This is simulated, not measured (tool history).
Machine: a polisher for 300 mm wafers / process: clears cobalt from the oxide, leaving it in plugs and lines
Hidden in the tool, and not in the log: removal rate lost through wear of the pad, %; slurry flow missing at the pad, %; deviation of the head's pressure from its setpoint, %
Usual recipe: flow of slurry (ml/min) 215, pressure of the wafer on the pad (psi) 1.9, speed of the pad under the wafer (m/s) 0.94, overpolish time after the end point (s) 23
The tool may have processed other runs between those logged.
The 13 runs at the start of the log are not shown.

run	hour	flow of slurry (ml/min)	pressure of the wafer on the pad (psi)	speed of the pad under the wafer (m/s)	overpolish time after the end point (s)	wafers since the last listed run	wafers polished on this pad	hours since the slurry nozzle was cleaned	hours since the head pressure was calibrated	incoming thickness of the incoming film, nm	time until the end point was called (s)	dishing of a wide line in a test structure (angstrom)
14	152.9	215	1.9	0.94	23	133	554	568	118.5	261.3	61.8	486
15	161.2	240	1.5	0.84	23	62	616	576.3	126.8	261.7	75	456
16	169	170	1.6	0.66	18	58	674	584.1	134.6	259.4	88.9	346
17	183.2	280	2.3	0.68	23	106	781	598.3	148.8	262.4	65.8	460
# hour 192.8: worn pad replaced by a new one
18	199.2	215	1.9	0.94	23	89	48	614.3	164.8	261.3	62.6	482
19	212.5	215	1.9	1.04	23	99	147	627.6	178.1	258	55.3	497
20	225.7	215	1.9	0.94	23	98	246	640.8	191.3	258.5	60.8	473
21	233.9	215	1.9	0.7	23	61	307	649	199.5	256	75.3	429
22	245	215	1.9	0.82	13	83	390	660.1	210.6	255.8	66.4	350
23	256.9	215	1.6	0.94	13	89	479	672	222.5	260.3	69.3	336
# hour 268.7: slurry nozzle cleaned
24	269.2	270	2.2	1.18	10	84	564	0.5	234.8	258.5	44.4	387

The next listed run, before its measurement:
25	282.4	215	1.9	0.94	19	98	663	13.7	248	258.7	?	?

time until the end point was called (s): 59.2
dishing of a wide line in a test structure (angstrom): 472
With the hidden condition absent and the run-to-run variation left alone, this run would have shown time until the end point was called (s) 58.9, dishing of a wide line in a test structure (angstrom) 473.
